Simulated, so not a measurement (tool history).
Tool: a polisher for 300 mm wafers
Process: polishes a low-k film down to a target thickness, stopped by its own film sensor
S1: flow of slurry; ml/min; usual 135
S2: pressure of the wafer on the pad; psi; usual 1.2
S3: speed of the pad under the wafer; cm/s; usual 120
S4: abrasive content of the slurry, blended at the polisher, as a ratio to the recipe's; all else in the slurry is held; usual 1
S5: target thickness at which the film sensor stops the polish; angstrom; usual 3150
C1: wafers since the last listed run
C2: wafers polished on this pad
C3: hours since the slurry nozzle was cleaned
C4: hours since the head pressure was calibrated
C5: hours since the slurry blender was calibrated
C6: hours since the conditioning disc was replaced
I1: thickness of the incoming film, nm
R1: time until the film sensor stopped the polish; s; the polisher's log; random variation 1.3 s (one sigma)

| run | hour | S1 | S2 | S3 | S4 | S5 | C1 | C2 | C3 | C4 | C5 | C6 | I1 | R1 |
|---|---|---|---|---|---|---|---|---|---|---|---|---|---|---|
| 1 | 0 | 135 | 1.2 | 120 | 1 | 3150 | 0 | 639 | 68.5 | 1007.2 | 85.2 | 27.3 | 350.3 | 125.6 |
| 2 | 9.9 | 135 | 1.2 | 120 | 1 | 3150 | 83 | 722 | 78.4 | 1017.1 | 95.1 | 37.2 | 353.1 | 135 |
| 3 | 19.5 | 135 | 1.2 | 120 | 1 | 3150 | 81 | 803 | 88 | 1026.7 | 104.7 | 46.8 | 344.1 | 102.8 |
| 4 | 32.8 | 115 | 1.2 | 120 | 1 | 3150 | 112 | 915 | 101.3 | 1040 | 118 | 60.1 | 345.7 | 114 |
| 5 | 47.3 | 170 | 1.2 | 120 | 1 | 3150 | 122 | 1038 | 115.8 | 1054.5 | 132.5 | 74.6 | 351.2 | 125.1 |
| 6 | 58.9 | 170 | 1.2 | 120 | 1 | 3150 | 97 | 1136 | 127.4 | 1066.1 | 144.1 | 86.2 | 350.4 | 121.4 |
| 7 | 69.3 | 135 | 1.2 | 120 | 1 | 3150 | 87 | 1223 | 137.8 | 1076.5 | 154.5 | 96.6 | 351.6 | 130.3 |
| 8 | 81.1 | 135 | 1.2 | 120 | 1 | 3150 | 99 | 1323 | 149.6 | 1088.3 | 166.3 | 108.4 | 344.4 | 104.8 |
| 9 | 90.1 | 135 | 1.2 | 120 | 1 | 3150 | 75 | 1399 | 158.6 | 1097.3 | 175.3 | 117.4 | 351 | 130.6 |
|  | 95.2 | worn pad replaced by a new one |
|  | 96.5 | head pressure recalibrated |
| 10 | 102.3 | 135 | 1.2 | 120 | 0.85 | 3150 | 58 | 49 | 170.8 | 5.8 | 187.5 | 129.6 | 349.3 | 137.2 |
|  | 113.5 | conditioning disc replaced and pad reconditioned |
| 11 | 119.3 | 135 | 1.2 | 120 | 1 | 3150 | 126 | 175 | 187.8 | 22.8 | 204.5 | 5.8 | 347.1 | 117.8 |
| 12 | 133.7 | 135 | 1.2 | 120 | 1 | 3150 | 121 | 297 | 202.2 | 37.2 | 218.9 | 20.2 | 344.7 | 109 |
| 13 | 150 | 175 | 1.5 | 120 | 1.2 | 3060 | 137 | 434 | 218.5 | 53.5 | 235.2 | 36.5 | 345 | 99.3 |
| 14 | 157.1 | 95 | 1 | 150 | 1 | 3150 | 59 | 494 | 225.6 | 60.6 | 242.3 | 43.6 | 346.8 | 131.2 |
| 15 | 163.5 | 135 | 1.2 | 120 | 1 | 3150 | 54 | 548 | 232 | 67 | 248.7 | 50 | 343.9 | 106.5 |
|  | 177.2 | slurry nozzle cleaned |
| 16 | 180 | 135 | 1.1 | 120 | 1 | 3150 | 130 | 679 | 2.8 | 83.5 | 265.2 | 66.5 | 352.4 | 148.7 |
| 17 | 186.7 | 135 | 1.2 | 120 | 1 | 3150 | 56 | 735 | 9.5 | 90.2 | 271.9 | 73.2 | 351.5 | 133.4 |
| 18 | 204 | 110 | 1.4 | 120 | 0.8 | 3150 | 145 | 881 | 26.8 | 107.5 | 289.2 | 90.5 | 343.9 | 107.9 |
| 19 | 221.4 | 135 | 1.2 | 120 | 1 | 3150 | 146 | 1028 | 44.2 | 124.9 | 306.6 | 107.9 | 347.1 | 117.7 |
|  | 231.7 | slurry blender recalibrated |
| 20 | 237.1 | 135 | 1.2 | 90 | 1 | 3150 | 115 | 1144 | 59.9 | 140.6 | 5.4 | 123.6 | 349.2 | 144.5 |
| 21 | 251.8 | 100 | 1.2 | 120 | 1.15 | 3070 | 124 | 1268 | 74.6 | 155.3 | 20.1 | 138.3 | 347.8 | 143.6 |
| 22 | 268.1 | 135 | 1.5 | 120 | 1 | 3150 | 137 | 1405 | 90.9 | 171.6 | 36.4 | 154.6 | 342.7 | 77.5 |
|  | 279.2 | conditioning disc replaced and pad reconditioned |
| 23 | 283 | 135 | 1.2 | 120 | 1 | 3150 | 108 | 1514 | 105.8 | 186.5 | 51.3 | 3.8 | 348 | 113.2 |
|  | 289.1 | worn pad replaced by a new one |
| 24 | 290.5 | 135 | 1.5 | 148 | 1 | 3150 | 29 | 11 | 113.3 | 194 | 58.8 | 11.3 | 351.4 | 85.4 |
| 25 | 301.3 | 95 | 1 | 150 | 1 | 3150 | 91 | 102 | 124.1 | 204.8 | 69.6 | 22.1 | 346.3 | 119.3 |

What the log doesn't show, run by run:
removal rate lost through wear of the pad, %: 0 in every run
slurry flow missing at the pad, %: 0 in every run
deviation of the head's pressure from its setpoint, %: 0 in every run
time polished since the conditioner stopped cutting, s: 0 in every run
H1: abrasive missing from the slurry, %
| run | H1 |
|---|---|
| 1 | 6.51 |
| 2 | 6.91 |
| 3 | 7.3 |
| 4 | 7.83 |
| 5 | 8.42 |
| 6 | 8.89 |
| 7 | 9.31 |
| 8 | 9.78 |
| 9 | 10.1 |
| 10 | 10.6 |
| 11 | 11.3 |
| 12 | 11.9 |
| 13 | 12.6 |
| 14 | 12.9 |
| 15 | 13.1 |
| 16 | 13.8 |
| 17 | 14 |
| 18 | 14.7 |
| 19 | 15.4 |
| 20 | 1.29 |
| 21 | 1.88 |
| 22 | 2.54 |
| 23 | 3.14 |
| 24 | 3.45 |
| 25 | 3.88 |
